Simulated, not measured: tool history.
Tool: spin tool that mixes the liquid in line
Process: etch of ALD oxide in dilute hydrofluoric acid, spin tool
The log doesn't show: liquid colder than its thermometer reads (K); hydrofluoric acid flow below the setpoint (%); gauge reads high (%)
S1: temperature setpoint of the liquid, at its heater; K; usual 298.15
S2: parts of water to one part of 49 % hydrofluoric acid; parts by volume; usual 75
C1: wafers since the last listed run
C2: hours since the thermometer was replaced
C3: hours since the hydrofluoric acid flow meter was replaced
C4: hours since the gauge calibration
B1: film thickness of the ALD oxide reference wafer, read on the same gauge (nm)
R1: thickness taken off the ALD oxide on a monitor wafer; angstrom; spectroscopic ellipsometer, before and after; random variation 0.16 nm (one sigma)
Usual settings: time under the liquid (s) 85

{"run": 1, "day": 0.0, "S1": 298.15, "S2": 60, "time under the liquid (s)": 105, "C1": 0, "C2": 894.1, "C3": 457.7, "C4": 344.1, "B1": 40.05, "R1": 413.2}
{"run": 2, "day": 0.804, "S1": 298.15, "S2": 60, "time under the liquid (s)": 105, "C1": 202, "C2": 913.4, "C3": 477.0, "C4": 363.4, "B1": 39.98, "R1": 415.7}
{"run": 3, "day": 2.142, "S1": 298.15, "S2": 60, "time under the liquid (s)": 105, "C1": 336, "C2": 945.5, "C3": 509.1, "C4": 395.5, "B1": 40.01, "R1": 410.7}
{"run": 4, "day": 2.938, "S1": 298.15, "S2": 75, "time under the liquid (s)": 85, "C1": 200, "C2": 964.6, "C3": 528.2, "C4": 414.6, "B1": 40.0, "R1": 262.5}
{"run": 5, "day": 3.788, "S1": 298.15, "S2": 75, "time under the liquid (s)": 85, "C1": 213, "C2": 985.0, "C3": 548.6, "C4": 435.0, "B1": 39.99, "R1": 262.0}
{"run": 6, "day": 5.179, "S1": 298.15, "S2": 75, "time under the liquid (s)": 85, "C1": 350, "C2": 1018.4, "C3": 582.0, "C4": 468.4, "B1": 40.03, "R1": 265.0}
{"run": 7, "day": 5.967, "S1": 298.15, "S2": 75, "time under the liquid (s)": 85, "C1": 198, "C2": 1037.3, "C3": 600.9, "C4": 487.3, "B1": 40.0, "R1": 262.1}
{"run": 8, "day": 7.15, "S1": 298.15, "S2": 75, "time under the liquid (s)": 85, "C1": 297, "C2": 1065.7, "C3": 629.3, "C4": 515.7, "B1": 40.01, "R1": 264.6}
{"run": 9, "day": 7.942, "S1": 298.15, "S2": 75, "time under the liquid (s)": 85, "C1": 199, "C2": 1084.7, "C3": 648.3, "C4": 534.7, "B1": 40.0, "R1": 261.7}
{"run": 10, "day": 10.138, "S1": 298.15, "S2": 75, "time under the liquid (s)": 85, "C1": 552, "C2": 1137.4, "C3": 701.0, "C4": 587.4, "B1": 40.02, "R1": 263.0}
{"run": 11, "day": 11.104, "S1": 298.15, "S2": 75, "time under the liquid (s)": 85, "C1": 243, "C2": 1160.6, "C3": 724.2, "C4": 610.6, "B1": 40.02, "R1": 261.1}
{"run": 12, "day": 12.229, "S1": 298.15, "S2": 75, "time under the liquid (s)": 85, "C1": 283, "C2": 1187.6, "C3": 751.2, "C4": 637.6, "B1": 40.0, "R1": 263.9}
{"run": 13, "day": 12.779, "S1": 298.15, "S2": 75, "time under the liquid (s)": 85, "C1": 138, "C2": 1200.8, "C3": 764.4, "C4": 650.8, "B1": 40.0, "R1": 266.6}
{"run": 14, "day": 14.083, "S1": 298.15, "S2": 75, "time under the liquid (s)": 85, "C1": 328, "C2": 1232.1, "C3": 795.7, "C4": 682.1, "B1": 40.04, "R1": 264.2}
{"run": 15, "day": 15.512, "S1": 301.15, "S2": 75, "time under the liquid (s)": 85, "C1": 359, "C2": 1266.4, "C3": 830.0, "C4": 716.4, "B1": 40.02, "R1": 294.5}
{"run": 16, "day": 16.058, "S1": 294.65, "S2": 75, "time under the liquid (s)": 110, "C1": 137, "C2": 1279.5, "C3": 843.1, "C4": 729.5, "B1": 40.0, "R1": 296.2}
{"run": 17, "day": 16.908, "S1": 298.15, "S2": 90, "time under the liquid (s)": 40, "C1": 213, "C2": 1299.9, "C3": 863.5, "C4": 749.9, "B1": 40.0, "R1": 100.7}
{"day": 17.358, "done": "gauge calibrated"}
{"run": 18, "day": 18.188, "S1": 298.15, "S2": 85, "time under the liquid (s)": 85, "C1": 321, "C2": 1330.6, "C3": 894.2, "C4": 19.9, "B1": 39.97, "R1": 228.2}
{"run": 19, "day": 21.258, "S1": 293.65, "S2": 115, "time under the liquid (s)": 60, "C1": 772, "C2": 1404.3, "C3": 967.9, "C4": 93.6, "B1": 39.98, "R1": 96.2}
{"run": 20, "day": 23.912, "S1": 298.15, "S2": 75, "time under the liquid (s)": 85, "C1": 667, "C2": 1468.0, "C3": 1031.6, "C4": 157.3, "B1": 39.98, "R1": 264.5}
{"run": 21, "day": 24.821, "S1": 300.65, "S2": 60, "time under the liquid (s)": 40, "C1": 228, "C2": 1489.8, "C3": 1053.4, "C4": 179.1, "B1": 40.01, "R1": 175.0}
{"day": 24.871, "done": "hydrofluoric acid flow meter replaced"}
{"run": 22, "day": 25.729, "S1": 300.15, "S2": 75, "time under the liquid (s)": 45, "C1": 218, "C2": 1511.6, "C3": 20.6, "C4": 200.9, "B1": 40.0, "R1": 149.3}
{"day": 26.258, "done": "thermometer replaced"}
{"run": 23, "day": 26.883, "S1": 298.15, "S2": 45, "time under the liquid (s)": 45, "C1": 279, "C2": 15.0, "C3": 48.3, "C4": 228.6, "B1": 40.07, "R1": 245.3}
{"run": 24, "day": 28.204, "S1": 296.15, "S2": 75, "time under the liquid (s)": 85, "C1": 332, "C2": 46.7, "C3": 80.0, "C4": 260.3, "B1": 40.02, "R1": 242.0}
{"run": 25, "day": 29.554, "S1": 302.65, "S2": 75, "time under the liquid (s)": 85, "C1": 339, "C2": 79.1, "C3": 112.4, "C4": 292.7, "B1": 39.95, "R1": 317.0}
{"run": 26, "day": 30.792, "S1": 295.65, "S2": 90, "time under the liquid (s)": 115, "C1": 311, "C2": 108.8, "C3": 142.1, "C4": 322.4, "B1": 40.04, "R1": 262.1}
{"run": 27, "day": 32.242, "S1": 298.15, "S2": 75, "time under the liquid (s)": 125, "C1": 364, "C2": 143.6, "C3": 176.9, "C4": 357.2, "B1": 40.0, "R1": 385.7}
{"run": 28, "day": 33.092, "S1": 296.65, "S2": 75, "time under the liquid (s)": 105, "C1": 213, "C2": 164.0, "C3": 197.3, "C4": 377.6, "B1": 40.02, "R1": 304.7}
{"run": 29, "day": 34.396, "S1": 298.15, "S2": 45, "time under the liquid (s)": 130, "C1": 328, "C2": 195.3, "C3": 228.6, "C4": 408.9, "B1": 40.02, "R1": 700.7}
{"run": 30, "day": 35.817, "S1": 295.15, "S2": 50, "time under the liquid (s)": 135, "C1": 357, "C2": 229.4, "C3": 262.7, "C4": 443.0, "B1": 39.99, "R1": 574.6}
{"run": 31, "day": 36.421, "S1": 301.65, "S2": 75, "time under the liquid (s)": 85, "C1": 152, "C2": 243.9, "C3": 277.2, "C4": 457.5, "B1": 40.01, "R1": 300.5}
{"run": 32, "day": 37.592, "S1": 298.15, "S2": 75, "time under the liquid (s)": 85, "C1": 294, "C2": 272.0, "C3": 305.3, "C4": 485.6, "B1": 39.96, "R1": 265.6}
{"run": 33, "day": 38.746, "S1": 298.15, "S2": 60, "time under the liquid (s)": 85, "C1": 290, "C2": 299.7, "C3": 333.0, "C4": 513.3, "B1": 39.99, "R1": 333.8}
{"run": 34, "day": 39.904, "S1": 296.15, "S2": 105, "time under the liquid (s)": 130, "C1": 291, "C2": 327.5, "C3": 360.8, "C4": 541.1, "B1": 40.05, "R1": 257.3}
{"run": 35, "day": 40.8, "S1": 298.15, "S2": 75, "time under the liquid (s)": 85, "C1": 225, "C2": 349.0, "C3": 382.3, "C4": 562.6, "B1": 40.0, "R1": 261.2}

Forecast each of these 4 alternatives for the next run:
{"run": "A", "day": 40.817, "S1": 298.15, "S2": 75, "time under the liquid (s)": 85, "C1": 4, "C2": 349.4, "C3": 382.7, "C4": 563.0, "B1": "?", "R1": "?"}
{"run": "B", "day": 40.817, "S1": 295.15, "S2": 90, "time under the liquid (s)": 50, "C1": 4, "C2": 349.4, "C3": 382.7, "C4": 563.0, "B1": "?", "R1": "?"}
{"run": "C", "day": 40.817, "S1": 295.15, "S2": 110, "time under the liquid (s)": 115, "C1": 4, "C2": 349.4, "C3": 382.7, "C4": 563.0, "B1": "?", "R1": "?"}
{"run": "D", "day": 40.817, "S1": 293.65, "S2": 75, "time under the liquid (s)": 105, "C1": 4, "C2": 349.4, "C3": 382.7, "C4": 563.0, "B1": "?", "R1": "?"}

run=A B1=40.00 R1=261.3
run=B B1=40.00 R1=111.4
run=C B1=40.00 R1=204.8
run=D B1=40.00 R1=268.7
Without the tool's hidden state the same runs would have given:
run=A R1=261.3
run=B R1=111.4
run=C R1=204.8
run=D R1=268.7
